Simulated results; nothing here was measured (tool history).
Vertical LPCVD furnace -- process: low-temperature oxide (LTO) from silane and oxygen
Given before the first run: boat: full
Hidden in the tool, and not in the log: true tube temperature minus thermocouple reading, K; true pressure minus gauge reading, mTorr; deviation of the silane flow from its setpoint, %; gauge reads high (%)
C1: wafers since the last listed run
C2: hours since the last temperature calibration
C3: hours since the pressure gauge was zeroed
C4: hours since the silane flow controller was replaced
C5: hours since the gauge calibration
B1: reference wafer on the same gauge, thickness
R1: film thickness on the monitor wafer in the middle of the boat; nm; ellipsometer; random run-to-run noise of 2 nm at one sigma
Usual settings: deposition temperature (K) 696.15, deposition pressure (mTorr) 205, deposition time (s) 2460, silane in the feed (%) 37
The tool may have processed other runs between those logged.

Run 1, hour 0: usual settings but deposition time (s) 2970; C1 0; C2 2003.4; C3 1670.2; C4 3128.6; C5 366.8; B1 331.58. Result: R1 432.01 nm.
Run 2, hour 56.1: usual settings but deposition time (s) 2970; C1 648; C2 2059.5; C3 1726.3; C4 3184.7; C5 422.9; B1 332.15. Result: R1 431.29 nm.
Run 3, hour 122.6: usual settings but deposition time (s) 2970; C1 768; C2 2126; C3 1792.8; C4 3251.2; C5 489.4; B1 332.18. Result: R1 430.38 nm.
Run 4, hour 177.9: usual settings but deposition temperature (K) 698.15; C1 639; C2 2181.3; C3 1848.1; C4 3306.5; C5 544.7; B1 332.42. Result: R1 362.43 nm.
Run 5, hour 260.6: usual settings but deposition temperature (K) 698.15; C1 955; C2 2264; C3 1930.8; C4 3389.2; C5 627.4; B1 331.24. Result: R1 362.47 nm.
Run 6, hour 353.9: usual settings but deposition temperature (K) 698.15; C1 1078; C2 2357.3; C3 2024.1; C4 3482.5; C5 720.7; B1 332.06. Result: R1 360.73 nm.
Run 7, hour 423.4: usual settings; C1 803; C2 2426.8; C3 2093.6; C4 3552; C5 790.2; B1 331.66. Result: R1 356.32 nm.
Run 8, hour 680.2: usual settings; C1 2967; C2 2683.6; C3 2350.4; C4 3808.8; C5 1047; B1 331.97. Result: R1 353.34 nm.
Run 9, hour 760.7: usual settings; C1 930; C2 2764.1; C3 2430.9; C4 3889.3; C5 1127.5; B1 332.08. Result: R1 354.78 nm.
At hour 823.6: thermocouples replaced and temperature profile calibrated.
Run 10, hour 887.8: usual settings; C1 1191; C2 64.2; C3 2558; C4 4016.4; C5 1254.6; B1 332.06. Result: R1 355.83 nm.
Run 11, hour 976.1: usual settings; C1 1020; C2 152.5; C3 2646.3; C4 4104.7; C5 1342.9; B1 331.45. Result: R1 354.42 nm.
Run 12, hour 1071.5: usual settings; C1 1102; C2 247.9; C3 2741.7; C4 4200.1; C5 1438.3; B1 331.27. Result: R1 352.33 nm.
Run 13, hour 1169.8: usual settings; C1 1135; C2 346.2; C3 2840; C4 4298.4; C5 1536.6; B1 331.83. Result: R1 352.73 nm.
Run 14, hour 1422.9: usual settings; C1 2924; C2 599.3; C3 3093.1; C4 4551.5; C5 1789.7; B1 331.37. Result: R1 355.86 nm.
At hour 1448.6: silane flow controller replaced.
Run 15, hour 1490.2: usual settings but deposition temperature (K) 698.15; C1 500; C2 666.6; C3 3160.4; C4 41.6; C5 1857; B1 331.55. Result: R1 358.4 nm.
At hour 1571.4: gauge calibrated.
Run 16, hour 1576.8: usual settings but deposition temperature (K) 700.15, deposition pressure (mTorr) 175, silane in the feed (%) 34; C1 1000; C2 753.2; C3 3247; C4 128.2; C5 5.4; B1 331.54. Result: R1 280.56 nm.
At hour 1607.3: pressure gauge zeroed.
Run 17, hour 1634.3: usual settings but deposition pressure (mTorr) 255, silane in the feed (%) 43; C1 387; C2 810.7; C3 27; C4 185.7; C5 62.9; B1 331.89. Result: R1 540.72 nm.
Run 18, hour 1690.9: usual settings but deposition time (s) 3210; C1 654; C2 867.3; C3 83.6; C4 242.3; C5 119.5; B1 332.45. Result: R1 479.08 nm.
Run 19, hour 1773.7: usual settings but deposition temperature (K) 690.15, silane in the feed (%) 32; C1 956; C2 950.1; C3 166.4; C4 325.1; C5 202.3; B1 332.32. Result: R1 286.41 nm.
Run 20, hour 1849.8: usual settings but deposition pressure (mTorr) 180; C1 879; C2 1026.2; C3 242.5; C4 401.2; C5 278.4; B1 332.58. Result: R1 323.67 nm.
Run 21, hour 1942.5: usual settings but deposition pressure (mTorr) 255, silane in the feed (%) 43; C1 1071; C2 1118.9; C3 335.2; C4 493.9; C5 371.1; B1 331.98. Result: R1 535.97 nm.
Run 22, hour 2029.1: usual settings but deposition pressure (mTorr) 155, deposition time (s) 3150; C1 1000; C2 1205.5; C3 421.8; C4 580.5; C5 457.7; B1 331.85. Result: R1 349.6 nm.
Run 23, hour 2120.6: usual settings; C1 1057; C2 1297; C3 513.3; C4 672; C5 549.2; B1 331.97. Result: R1 359.98 nm.
Run 24, hour 2187: usual settings but deposition temperature (K) 700.15, deposition time (s) 3420, silane in the feed (%) 34; C1 767; C2 1363.4; C3 579.7; C4 738.4; C5 615.6; B1 331.76. Result: R1 475.81 nm.
Run 25, hour 2237: usual settings; C1 577; C2 1413.4; C3 629.7; C4 788.4; C5 665.6; B1 332.98. Result: R1 360.75 nm.
Run 26, hour 2294: usual settings but silane in the feed (%) 41; C1 658; C2 1470.4; C3 686.7; C4 845.4; C5 722.6; B1 331.98. Result: R1 407.18 nm.
Run 27, hour 2344.1: usual settings but deposition time (s) 1770; C1 578; C2 1520.5; C3 736.8; C4 895.5; C5 772.7; B1 330.98. Result: R1 259.79 nm.
Run 28, hour 2398.9: usual settings but deposition temperature (K) 700.15, deposition time (s) 3420, silane in the feed (%) 34; C1 633; C2 1575.3; C3 791.6; C4 950.3; C5 827.5; B1 331.93. Result: R1 474.82 nm.
Run 29, hour 2487.1: usual settings but deposition temperature (K) 685.15, deposition pressure (mTorr) 225; C1 1019; C2 1663.5; C3 879.8; C4 1038.5; C5 915.7; B1 332.02. Result: R1 351.09 nm.

For some of the steps in R1 from one run to the next: how much would appear even if the tool had no hidden state, given the settings, what came in and random variation, and how much remains for the hidden state plus any gauge scatter that the measured result and the result without hidden state don't share?
Run 16 -> 17: deposition temperature (K) 700.15 -> 696.15, deposition pressure (mTorr) 175 -> 255, silane in the feed (%) 34 -> 43, pressure gauge zeroed. R1 +260.16 nm: hidden state +16.17, all else +243.99.
Run 27 -> 28: deposition temperature (K) 696.15 -> 700.15, deposition time (s) 1770 -> 3420, silane in the feed (%) 37 -> 34. R1 +215.03 nm: hidden state -5.3, all else +220.33.
